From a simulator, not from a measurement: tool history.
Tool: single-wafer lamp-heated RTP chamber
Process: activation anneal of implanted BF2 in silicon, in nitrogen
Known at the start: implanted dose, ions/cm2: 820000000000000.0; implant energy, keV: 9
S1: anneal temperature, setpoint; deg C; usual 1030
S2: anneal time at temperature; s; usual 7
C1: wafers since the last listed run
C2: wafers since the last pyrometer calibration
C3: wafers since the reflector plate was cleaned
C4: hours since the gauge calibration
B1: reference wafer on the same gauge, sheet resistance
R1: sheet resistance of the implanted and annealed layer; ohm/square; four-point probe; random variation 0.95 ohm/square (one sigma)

Run 1, day 0.000: usual settings but S2 6 s; C1 0; C2 6807; C3 4748; C4 488.2; B1 240.23. Result: R1 263.20 ohm/square.
Run 2, day 1.054: usual settings; C1 273; C2 7080; C3 5022; C4 513.5; B1 240.51. Result: R1 256.05 ohm/square.
Run 3, day 2.583: usual settings; C1 396; C2 7477; C3 5418; C4 550.2; B1 239.91. Result: R1 256.26 ohm/square.
Run 4, day 4.900: usual settings; C1 600; C2 8077; C3 6019; C4 605.8; B1 239.85. Result: R1 255.90 ohm/square.
Run 5, day 6.612: usual settings but S1 1038 deg C; C1 443; C2 8521; C3 6463; C4 646.9; B1 240.14. Result: R1 244.20 ohm/square.
Run 6, day 8.704: usual settings but S2 5 s; C1 542; C2 9064; C3 7005; C4 697.1; B1 240.38. Result: R1 273.43 ohm/square.
Run 7, day 11.058: usual settings but S2 5 s; C1 610; C2 9674; C3 7615; C4 753.6; B1 240.09. Result: R1 273.21 ohm/square.
At day 11.975: pyrometer window cleaned and pyrometer calibrated.
Run 8, day 12.296: usual settings but S2 5 s; C1 234; C2 82; C3 7849; C4 783.3; B1 240.20. Result: R1 270.73 ohm/square.
At day 13.054: gauge calibrated.
Run 9, day 14.375: usual settings but S1 1049 deg C, S2 5 s; C1 538; C2 621; C3 8388; C4 31.7; B1 240.00. Result: R1 240.03 ohm/square.
Run 10, day 22.075: usual settings but S1 1049 deg C, S2 5 s; C1 1996; C2 2617; C3 10385; C4 216.5; B1 239.86. Result: R1 240.17 ohm/square.
Run 11, day 24.900: usual settings but S1 1020 deg C, S2 4 s; C1 732; C2 3350; C3 11117; C4 284.3; B1 240.29. Result: R1 296.35 ohm/square.
At day 26.029: reflector plate cleaned.
Run 12, day 26.050: usual settings but S1 1010 deg C, S2 9 s; C1 211; C2 3561; C3 4; C4 311.9; B1 240.17. Result: R1 282.29 ohm/square.
Run 13, day 27.017: usual settings; C1 250; C2 3812; C3 255; C4 335.1; B1 239.96. Result: R1 258.65 ohm/square.
Run 14, day 28.667: usual settings but S1 1058 deg C, S2 11 s; C1 427; C2 4240; C3 683; C4 374.7; B1 240.23. Result: R1 200.65 ohm/square.
Run 15, day 29.817: usual settings but S1 1012 deg C, S2 3 s; C1 298; C2 4538; C3 981; C4 402.3; B1 239.61. Result: R1 330.46 ohm/square.
Run 16, day 31.117: usual settings; C1 337; C2 4875; C3 1318; C4 433.5; B1 240.10. Result: R1 258.28 ohm/square.
Run 17, day 33.288: usual settings but S1 1042 deg C; C1 562; C2 5438; C3 1881; C4 485.6; B1 240.01. Result: R1 239.32 ohm/square.

The next listed run, before its measurement:
Run 18, day 35.021: usual settings; C1 449; C2 5887; C3 2330; C4 527.2; B1 ?. Result: R1 ?.

Run 18 gave B1 239.98, R1 257.83 ohm/square.
Without the tool's hidden state the same run would have given R1 258.11 ohm/square.
